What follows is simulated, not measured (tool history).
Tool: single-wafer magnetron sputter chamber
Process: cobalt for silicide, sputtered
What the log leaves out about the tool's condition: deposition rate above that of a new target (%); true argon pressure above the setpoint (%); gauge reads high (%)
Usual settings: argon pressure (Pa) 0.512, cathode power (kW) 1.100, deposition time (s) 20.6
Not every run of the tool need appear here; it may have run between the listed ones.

run,day,argon pressure (Pa),cathode power (kW),deposition time (s),wafers since the last listed run,wafers on the sputter target,hours since the last manometer calibration,hours since the magnet pack was replaced,hours since the gauge calibration,"read-back reference wafer on the same gauge, thickness_nm",mean film thickness on the monitor wafer (Å)
1,0.000,0.590,1.100,20.6,0,6289,692.3,7605.2,226.3,8.244,93.62
# day 1.829: sputter target and shields replaced
2,2.504,0.590,1.100,20.6,978,303,752.4,7665.3,286.4,8.260,95.25
3,5.004,0.590,1.100,20.6,1126,1430,812.4,7725.3,346.4,8.257,95.08
4,6.554,0.512,1.100,20.6,698,2129,849.6,7762.5,383.6,8.242,96.31
5,8.483,0.512,1.100,20.6,869,2998,895.9,7808.8,429.9,8.254,96.11
6,10.462,0.512,1.100,20.6,892,3890,943.4,7856.3,477.4,8.243,96.03
7,12.675,0.512,1.100,20.6,997,4887,996.5,7909.4,530.5,8.247,95.97
# day 14.746: magnet pack replaced
8,14.767,0.512,1.100,20.6,792,5680,1046.7,0.5,580.7,8.253,96.04
# day 16.471: sputter target and shields replaced
9,17.288,0.407,1.100,20.6,985,368,1107.2,61.0,641.2,8.245,99.09
10,19.658,0.512,1.100,22.5,1068,1437,1164.1,117.9,698.1,8.248,105.77
# day 20.612: capacitance manometer re-zeroed and calibrated
11,21.592,0.512,1.100,20.6,721,2158,23.5,164.3,744.5,8.246,95.15
12,22.671,0.602,1.000,22.4,486,2644,49.4,190.2,770.4,8.263,92.29
13,23.867,0.598,1.100,20.6,538,3183,78.1,218.9,799.1,8.247,93.46
# day 24.088: gauge calibrated
14,25.708,0.429,1.100,17.2,830,4013,122.3,263.1,38.9,8.256,81.03
15,28.146,0.512,1.100,22.9,1098,5112,180.8,321.6,97.4,8.256,106.49
16,29.242,0.696,1.100,23.0,493,5606,207.1,347.9,123.7,8.251,102.81
17,30.704,0.512,1.100,20.6,659,6265,242.2,383.0,158.8,8.253,95.54

Results per run with the tool's hidden condition removed, run-to-run variation unchanged:
run,mean film thickness on the monitor wafer (Å)
1,93.71
2,94.17
3,94.34
4,95.82
5,95.75
6,95.75
7,95.75
8,95.85
9,98.12
10,104.90
11,95.69
12,92.76
13,93.89
14,81.43
15,106.84
16,102.89
17,95.74

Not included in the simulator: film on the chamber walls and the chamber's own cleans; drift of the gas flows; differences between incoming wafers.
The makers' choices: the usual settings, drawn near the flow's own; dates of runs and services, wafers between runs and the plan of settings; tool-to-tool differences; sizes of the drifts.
